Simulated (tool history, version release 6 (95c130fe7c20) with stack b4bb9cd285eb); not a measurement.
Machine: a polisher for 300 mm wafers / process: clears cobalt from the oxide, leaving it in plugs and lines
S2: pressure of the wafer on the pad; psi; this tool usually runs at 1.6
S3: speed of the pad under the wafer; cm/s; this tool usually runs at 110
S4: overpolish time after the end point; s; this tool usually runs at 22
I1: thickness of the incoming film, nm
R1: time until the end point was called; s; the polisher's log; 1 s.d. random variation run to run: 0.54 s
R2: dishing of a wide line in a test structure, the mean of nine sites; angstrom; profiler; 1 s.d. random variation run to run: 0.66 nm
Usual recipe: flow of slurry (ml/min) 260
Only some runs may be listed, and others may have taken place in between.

Run 1, hour 0: usual settings but S4 32 s; I1 218.9. Result: R1 56.2 s, R2 678 angstrom.
Run 2, hour 25.4: usual settings; I1 220. Result: R1 55.8 s, R2 562 angstrom.
Run 3, hour 42.2: usual settings; I1 216.7. Result: R1 56.1 s, R2 553 angstrom.
At hour 55.4: slurry nozzle cleaned.
Run 4, hour 67.7: usual settings but flow of slurry (ml/min) 310, S4 26 s; I1 222.7. Result: R1 56.5 s, R2 635 angstrom.
Run 5, hour 101.5: usual settings but flow of slurry (ml/min) 310, S4 26 s; I1 220.2. Result: R1 53.8 s, R2 619 angstrom.
Run 6, hour 132.8: usual settings but S4 16 s; I1 218.7. Result: R1 55.4 s, R2 464 angstrom.
At hour 138.4: worn pad replaced by a new one.
Run 7, hour 161.5: usual settings; I1 218.4. Result: R1 54.7 s, R2 559 angstrom.
Run 8, hour 197.3: usual settings; I1 223.1. Result: R1 57.4 s, R2 551 angstrom.
Run 9, hour 230.6: usual settings; I1 216.6. Result: R1 55 s, R2 561 angstrom.
Run 10, hour 272.2: usual settings but S2 1.2 psi, S4 26 s; I1 217.9. Result: R1 73.3 s, R2 527 angstrom.
Run 11, hour 299: usual settings but S2 1.2 psi, S4 26 s; I1 218.3. Result: R1 73.8 s, R2 525 angstrom.
At hour 321.3: worn pad replaced by a new one.
Run 12, hour 334.6: usual settings but S2 1.2 psi, S4 26 s; I1 219.5. Result: R1 74.5 s, R2 530 angstrom.
Run 13, hour 349.9: usual settings but S2 1.7 psi; I1 217.9. Result: R1 51.7 s, R2 584 angstrom.
Run 14, hour 363.5: usual settings but S2 1.7 psi; I1 222.1. Result: R1 52.2 s, R2 587 angstrom.
Run 15, hour 384.4: usual settings but S2 1.7 psi; I1 221.6. Result: R1 53.2 s, R2 583 angstrom.
Run 16, hour 409.5: usual settings; I1 219.8. Result: R1 56.2 s, R2 562 angstrom.
Run 17, hour 428.6: usual settings; I1 219.3. Result: R1 55.5 s, R2 564 angstrom.
Run 18, hour 442.5: usual settings but flow of slurry (ml/min) 345, S3 138 cm/s, S4 17 s; I1 219.2. Result: R1 43.2 s, R2 545 angstrom.
Run 19, hour 456.7: usual settings but flow of slurry (ml/min) 210, S2 1.1 psi, S3 126 cm/s; I1 218. Result: R1 73 s, R2 468 angstrom.
Run 20, hour 472.7: usual settings but flow of slurry (ml/min) 170, S2 1.8 psi, S3 144 cm/s, S4 29 s; I1 223.2. Result: R1 40.7 s, R2 753 angstrom.
At hour 498.1: worn pad replaced by a new one.
Run 21, hour 498.6: usual settings; I1 220.2. Result: R1 55.5 s, R2 569 angstrom.
Run 22, hour 523.6: usual settings but flow of slurry (ml/min) 195, S2 1.9 psi, S3 86 cm/s; I1 218.5. Result: R1 61.6 s, R2 516 angstrom.
Run 23, hour 542.4: usual settings; I1 220.4. Result: R1 56.7 s, R2 563 angstrom.
Run 24, hour 577.9: usual settings but S2 1.2 psi, S4 26 s; I1 221.1. Result: R1 74.8 s, R2 527 angstrom.
At hour 580.1: head pressure recalibrated.
Run 25, hour 602.2: usual settings but flow of slurry (ml/min) 210, S2 2 psi, S3 74 cm/s, S4 32 s; I1 222.2. Result: R1 69.3 s, R2 618 angstrom.
At hour 614.9: slurry nozzle cleaned.
Run 26, hour 630.9: usual settings; I1 219.8. Result: R1 55.6 s, R2 559 angstrom.
Run 27, hour 659.5: usual settings but flow of slurry (ml/min) 190, S2 1.3 psi, S4 15 s; I1 219.6. Result: R1 71.5 s, R2 363 angstrom.
Run 28, hour 675.6: usual settings but flow of slurry (ml/min) 320, S2 1.2 psi, S4 18 s; I1 222. Result: R1 73.6 s, R2 414 angstrom.
At hour 685.1: worn pad replaced by a new one.
Run 29, hour 691.8: usual settings but flow of slurry (ml/min) 190, S2 1.3 psi, S3 138 cm/s, S4 27 s; I1 219.2. Result: R1 56.6 s, R2 621 angstrom.
Run 30, hour 724.6: usual settings but flow of slurry (ml/min) 305, S2 1.8 psi; I1 217. Result: R1 48.9 s, R2 596 angstrom.
Run 31, hour 755.6: usual settings but flow of slurry (ml/min) 210, S2 2 psi, S3 74 cm/s, S4 32 s; I1 221.3. Result: R1 69.6 s, R2 619 angstrom.
Run 32, hour 782.8: usual settings but flow of slurry (ml/min) 335, S2 1.1 psi, S4 35 s; I1 220.3. Result: R1 79.1 s, R2 607 angstrom.
Run 33, hour 805: usual settings; I1 219.2. Result: R1 55.1 s, R2 562 angstrom.
Run 34, hour 830.6: usual settings but S2 1.3 psi, S4 10 s; I1 217.8. Result: R1 68.8 s, R2 272 angstrom.
Run 35, hour 844.3: usual settings; I1 218.2. Result: R1 56 s, R2 557 angstrom.
At hour 875.6: worn pad replaced by a new one.
Run 36, hour 876.1: usual settings but flow of slurry (ml/min) 215, S2 2.2 psi, S3 94 cm/s, S4 17 s; I1 218.5. Result: R1 49.1 s, R2 524 angstrom.

Predict each of these 3 candidate next runs independently; none follows another, all start after run 36:
Run A, hour 876.5: usual settings; I1 217.9. Result: R1 ?, R2 ?.
Run B, hour 876.5: usual settings but S2 2.2 psi, S3 76 cm/s; I1 217.9. Result: R1 ?, R2 ?.
Run C, hour 876.5: usual settings but S2 2.1 psi, S3 76 cm/s; I1 217.9. Result: R1 ?, R2 ?.

run    R1   R2
  A  55.7  559
  B  58.6  542
  C  61.4  527
Take away the tool's hidden state, keep each run's random variation, and the runs would have read:
run    R1   R2
  A  55.7  559
  B  58.6  542
  C  61.4  527
